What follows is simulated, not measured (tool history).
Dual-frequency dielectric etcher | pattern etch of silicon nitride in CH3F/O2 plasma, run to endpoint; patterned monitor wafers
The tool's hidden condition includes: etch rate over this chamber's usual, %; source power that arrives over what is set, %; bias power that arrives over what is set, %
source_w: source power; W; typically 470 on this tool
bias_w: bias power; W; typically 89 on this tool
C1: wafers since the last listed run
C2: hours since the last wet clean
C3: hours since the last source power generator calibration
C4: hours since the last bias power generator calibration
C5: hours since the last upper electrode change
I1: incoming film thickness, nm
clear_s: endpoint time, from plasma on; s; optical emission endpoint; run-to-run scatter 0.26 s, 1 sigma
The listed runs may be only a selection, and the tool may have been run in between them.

Run 1, day 0.000: usual settings; C1 0; C2 205.4; C3 4281.8; C4 2308.0; C5 3888.1; I1 80.4. Result: clear_s 87.4 s.
Run 2, day 0.733: usual settings; C1 140; C2 223.0; C3 4299.4; C4 2325.6; C5 3905.7; I1 79.9. Result: clear_s 86.8 s.
Run 3, day 2.129: usual settings; C1 268; C2 256.5; C3 4332.9; C4 2359.1; C5 3939.2; I1 80.4. Result: clear_s 87.9 s.
Run 4, day 2.921: usual settings but bias_w 97 W; C1 152; C2 275.5; C3 4351.9; C4 2378.1; C5 3958.2; I1 80.0. Result: clear_s 84.3 s.
Run 5, day 3.833: usual settings; C1 175; C2 297.4; C3 4373.8; C4 2400.0; C5 3980.1; I1 80.5. Result: clear_s 87.8 s.
Run 6, day 5.171: usual settings; C1 257; C2 329.5; C3 4405.9; C4 2432.1; C5 4012.2; I1 81.0. Result: clear_s 89.0 s.
At day 6.742: wet clean of the chamber.
Run 7, day 6.762: usual settings; C1 113; C2 0.5; C3 4444.1; C4 2470.3; C5 4050.4; I1 80.9. Result: clear_s 87.4 s.
Run 8, day 7.242: usual settings but source_w 390 W; C1 92; C2 12.0; C3 4455.6; C4 2481.8; C5 4061.9; I1 80.3. Result: clear_s 93.5 s.
At day 8.388: upper electrode replaced.
Run 9, day 8.408: usual settings but source_w 390 W; C1 32; C2 40.0; C3 4483.6; C4 2509.8; C5 0.5; I1 79.9. Result: clear_s 92.9 s.
Run 10, day 9.462: usual settings; C1 202; C2 65.3; C3 4508.9; C4 2535.1; C5 25.8; I1 80.0. Result: clear_s 86.1 s.
Run 11, day 10.696: usual settings; C1 237; C2 94.9; C3 4538.5; C4 2564.7; C5 55.4; I1 80.7. Result: clear_s 87.6 s.
Run 12, day 11.417: usual settings; C1 138; C2 112.2; C3 4555.8; C4 2582.0; C5 72.7; I1 80.4. Result: clear_s 87.3 s.
Run 13, day 12.704: usual settings but source_w 380 W; C1 247; C2 143.1; C3 4586.7; C4 2612.9; C5 103.6; I1 80.8. Result: clear_s 95.5 s.
Run 14, day 13.600: usual settings but source_w 360 W, bias_w 75 W; C1 172; C2 164.6; C3 4608.2; C4 2634.4; C5 125.1; I1 79.3. Result: clear_s 102.3 s.
At day 16.183: bias power generator calibrated.
Run 15, day 16.262: usual settings but bias_w 109 W; C1 479; C2 228.5; C3 4672.1; C4 1.9; C5 189.0; I1 79.9. Result: clear_s 80.8 s.
Run 16, day 17.017: usual settings; C1 144; C2 246.6; C3 4690.2; C4 20.0; C5 207.1; I1 80.8. Result: clear_s 88.3 s.
At day 18.017: source power generator calibrated.
Run 17, day 18.492: usual settings but source_w 440 W, bias_w 70 W; C1 251; C2 282.0; C3 11.4; C4 55.4; C5 242.5; I1 80.0. Result: clear_s 98.0 s.
Run 18, day 19.704: usual settings; C1 233; C2 311.1; C3 40.5; C4 84.5; C5 271.6; I1 80.7. Result: clear_s 88.9 s.
Run 19, day 20.742: usual settings but source_w 430 W, bias_w 69 W; C1 199; C2 336.0; C3 65.4; C4 109.4; C5 296.5; I1 80.5. Result: clear_s 100.5 s.
At day 22.067: wet clean of the chamber.
Run 20, day 22.217: usual settings but source_w 540 W, bias_w 104 W; C1 91; C2 3.6; C3 100.8; C4 144.8; C5 331.9; I1 80.5. Result: clear_s 77.4 s.
Run 21, day 23.267: usual settings; C1 201; C2 28.8; C3 126.0; C4 170.0; C5 357.1; I1 80.3. Result: clear_s 86.9 s.
Run 22, day 23.983: usual settings but source_w 580 W, bias_w 97 W; C1 137; C2 46.0; C3 143.2; C4 187.2; C5 374.3; I1 80.0. Result: clear_s 77.0 s.
Run 23, day 25.292: usual settings but source_w 350 W, bias_w 83 W; C1 251; C2 77.4; C3 174.6; C4 218.6; C5 405.7; I1 80.7. Result: clear_s 100.9 s.
Run 24, day 26.679: usual settings; C1 266; C2 110.7; C3 207.9; C4 251.9; C5 439.0; I1 80.3. Result: clear_s 86.6 s.
Run 25, day 27.992: usual settings but source_w 520 W, bias_w 71 W; C1 252; C2 142.2; C3 239.4; C4 283.4; C5 470.5; I1 80.3. Result: clear_s 91.5 s.
Run 26, day 28.621: usual settings but source_w 380 W, bias_w 101 W; C1 120; C2 157.3; C3 254.5; C4 298.5; C5 485.6; I1 80.0. Result: clear_s 90.0 s.
Run 27, day 29.517: usual settings but source_w 510 W, bias_w 105 W; C1 172; C2 178.8; C3 276.0; C4 320.0; C5 507.1; I1 80.6. Result: clear_s 79.9 s.
Run 28, day 30.150: usual settings but bias_w 76 W; C1 121; C2 194.0; C3 291.2; C4 335.2; C5 522.3; I1 80.4. Result: clear_s 93.1 s.
Run 29, day 30.933: usual settings but source_w 440 W; C1 150; C2 212.8; C3 310.0; C4 354.0; C5 541.1; I1 79.9. Result: clear_s 89.6 s.
Run 30, day 31.442: usual settings but source_w 400 W, bias_w 108 W; C1 97; C2 225.0; C3 322.2; C4 366.2; C5 553.3; I1 80.7. Result: clear_s 86.7 s.
Run 31, day 32.500: usual settings but source_w 420 W, bias_w 81 W; C1 203; C2 250.4; C3 347.6; C4 391.6; C5 578.7; I1 79.5. Result: clear_s 94.7 s.
Run 32, day 33.129: usual settings but source_w 380 W, bias_w 95 W; C1 120; C2 265.5; C3 362.7; C4 406.7; C5 593.8; I1 80.4. Result: clear_s 93.8 s.
Run 33, day 34.325: usual settings but source_w 420 W, bias_w 69 W; C1 229; C2 294.2; C3 391.4; C4 435.4; C5 622.5; I1 81.1. Result: clear_s 102.8 s.
Run 34, day 35.621: usual settings but source_w 570 W; C1 249; C2 325.3; C3 422.5; C4 466.5; C5 653.6; I1 79.8. Result: clear_s 81.3 s.

Each row is a separate what-if for the run after 34, all from the same tool condition, not one after another. Results?
Run A, day 35.642: usual settings; C1 4; C2 325.8; C3 423.0; C4 467.0; C5 654.1; I1 80.3. Result: clear_s ?.
Run B, day 35.642: usual settings but source_w 390 W, bias_w 99 W; C1 4; C2 325.8; C3 423.0; C4 467.0; C5 654.1; I1 80.3. Result: clear_s ?.
Run C, day 35.642: usual settings but source_w 540 W, bias_w 100 W; C1 4; C2 325.8; C3 423.0; C4 467.0; C5 654.1; I1 80.3. Result: clear_s ?.
Run D, day 35.642: usual settings but source_w 550 W, bias_w 75 W; C1 4; C2 325.8; C3 423.0; C4 467.0; C5 654.1; I1 80.3. Result: clear_s ?.
Run E, day 35.642: usual settings but bias_w 71 W; C1 4; C2 325.8; C3 423.0; C4 467.0; C5 654.1; I1 80.3. Result: clear_s ?.

run  clear_s
  A     88.1
  B     90.9
  C     79.8
  D     88.3
  E     96.0
Stripped of hidden state, with their random variation kept, the same runs would have yielded:
run  clear_s
  A     86.2
  B     89.0
  C     78.1
  D     86.4
  E     93.9
